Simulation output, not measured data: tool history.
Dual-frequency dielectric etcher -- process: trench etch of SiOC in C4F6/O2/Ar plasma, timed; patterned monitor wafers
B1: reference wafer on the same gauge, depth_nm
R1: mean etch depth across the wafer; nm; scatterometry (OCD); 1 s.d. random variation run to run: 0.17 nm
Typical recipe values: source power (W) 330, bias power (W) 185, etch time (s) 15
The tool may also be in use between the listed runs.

run 1 hour=0 | source_power_(W)=330 bias_power_(W)=185 etch_time_(s)=15 | B1=26.63 | R1=26.32
run 2 hour=18 | source_power_(W)=330 bias_power_(W)=185 etch_time_(s)=15 | B1=26.64 | R1=26.43
-- hour=24.6 bias power generator calibrated
run 3 hour=47.7 | source_power_(W)=330 bias_power_(W)=185 etch_time_(s)=15 | B1=26.61 | R1=26.28
run 4 hour=77.5 | source_power_(W)=330 bias_power_(W)=185 etch_time_(s)=15 | B1=26.6 | R1=26.23
run 5 hour=169.1 | source_power_(W)=330 bias_power_(W)=185 etch_time_(s)=15 | B1=26.62 | R1=26.05
-- hour=201.8 source power generator calibrated
-- hour=234.9 gauge calibrated
-- hour=235.7 wet clean of the chamber, repeated, since the last time left the tool worse
run 6 hour=238.3 | source_power_(W)=330 bias_power_(W)=185 etch_time_(s)=15 | B1=26.63 | R1=27.03
run 7 hour=260.2 | source_power_(W)=330 bias_power_(W)=185 etch_time_(s)=15 | B1=26.58 | R1=27.16
run 8 hour=276.7 | source_power_(W)=330 bias_power_(W)=173 etch_time_(s)=15 | B1=26.57 | R1=26.25
-- hour=308.7 upper electrode replaced
run 9 hour=309.2 | source_power_(W)=410 bias_power_(W)=161 etch_time_(s)=19 | B1=26.59 | R1=35.27
run 10 hour=332.5 | source_power_(W)=380 bias_power_(W)=185 etch_time_(s)=18 | B1=26.62 | R1=34.27
run 11 hour=355.2 | source_power_(W)=330 bias_power_(W)=161 etch_time_(s)=15 | B1=26.59 | R1=24.96
run 12 hour=388.2 | source_power_(W)=390 bias_power_(W)=163 etch_time_(s)=18 | B1=26.57 | R1=32.44
run 13 hour=417.8 | source_power_(W)=330 bias_power_(W)=185 etch_time_(s)=15 | B1=26.57 | R1=26.92
run 14 hour=456.9 | source_power_(W)=330 bias_power_(W)=185 etch_time_(s)=15 | B1=26.55 | R1=27
run 15 hour=481.4 | source_power_(W)=330 bias_power_(W)=185 etch_time_(s)=15 | B1=26.6 | R1=26.63
run 16 hour=511.3 | source_power_(W)=330 bias_power_(W)=150 etch_time_(s)=12.5 | B1=26.57 | R1=20.11
run 17 hour=540.6 | source_power_(W)=270 bias_power_(W)=185 etch_time_(s)=12 | B1=26.58 | R1=19.64
run 18 hour=566.8 | source_power_(W)=330 bias_power_(W)=185 etch_time_(s)=13.5 | B1=26.56 | R1=23.85
run 19 hour=583.1 | source_power_(W)=330 bias_power_(W)=185 etch_time_(s)=15 | B1=26.58 | R1=26.6
run 20 hour=605 | source_power_(W)=330 bias_power_(W)=145 etch_time_(s)=15 | B1=26.6 | R1=23.65
run 21 hour=632 | source_power_(W)=360 bias_power_(W)=204 etch_time_(s)=16.5 | B1=26.6 | R1=31.88
run 22 hour=649.2 | source_power_(W)=370 bias_power_(W)=206 etch_time_(s)=17 | B1=26.65 | R1=32.94
run 23 hour=666.4 | source_power_(W)=310 bias_power_(W)=199 etch_time_(s)=16 | B1=26.61 | R1=28.6
-- hour=700.9 wet clean of the chamber
run 24 hour=701.4 | source_power_(W)=280 bias_power_(W)=185 etch_time_(s)=19 | B1=26.59 | R1=32.74
run 25 hour=716.2 | source_power_(W)=330 bias_power_(W)=225 etch_time_(s)=15 | B1=26.61 | R1=30.12
run 26 hour=739.4 | source_power_(W)=280 bias_power_(W)=212 etch_time_(s)=13 | B1=26.58 | R1=23.79
run 27 hour=768.5 | source_power_(W)=370 bias_power_(W)=148 etch_time_(s)=15 | B1=26.62 | R1=25.64
run 28 hour=790.2 | source_power_(W)=330 bias_power_(W)=229 etch_time_(s)=13.5 | B1=26.6 | R1=26.86
run 29 hour=803.1 | source_power_(W)=330 bias_power_(W)=185 etch_time_(s)=11.5 | B1=26.61 | R1=20.77

What if the next run were any one of these 5? Each begins from the tool's condition after run 29:
run A hour=803.5 | source_power_(W)=330 bias_power_(W)=185 etch_time_(s)=15 | B1=? | R1=?
run B hour=803.5 | source_power_(W)=330 bias_power_(W)=203 etch_time_(s)=13.5 | B1=? | R1=?
run C hour=803.5 | source_power_(W)=330 bias_power_(W)=185 etch_time_(s)=18.5 | B1=? | R1=?
run D hour=803.5 | source_power_(W)=290 bias_power_(W)=157 etch_time_(s)=12.5 | B1=? | R1=?
run E hour=803.5 | source_power_(W)=300 bias_power_(W)=155 etch_time_(s)=14 | B1=? | R1=?

run=A B1=26.6 R1=27.31
run=B B1=26.6 R1=25.72
run=C B1=26.6 R1=33.68
run=D B1=26.6 R1=19.95
run=E B1=26.6 R1=22.49
What these runs would have given with no unlogged condition in the tool:
run=A R1=27.55
run=B R1=25.95
run=C R1=33.98
run=D R1=20.13
run=E R1=22.69
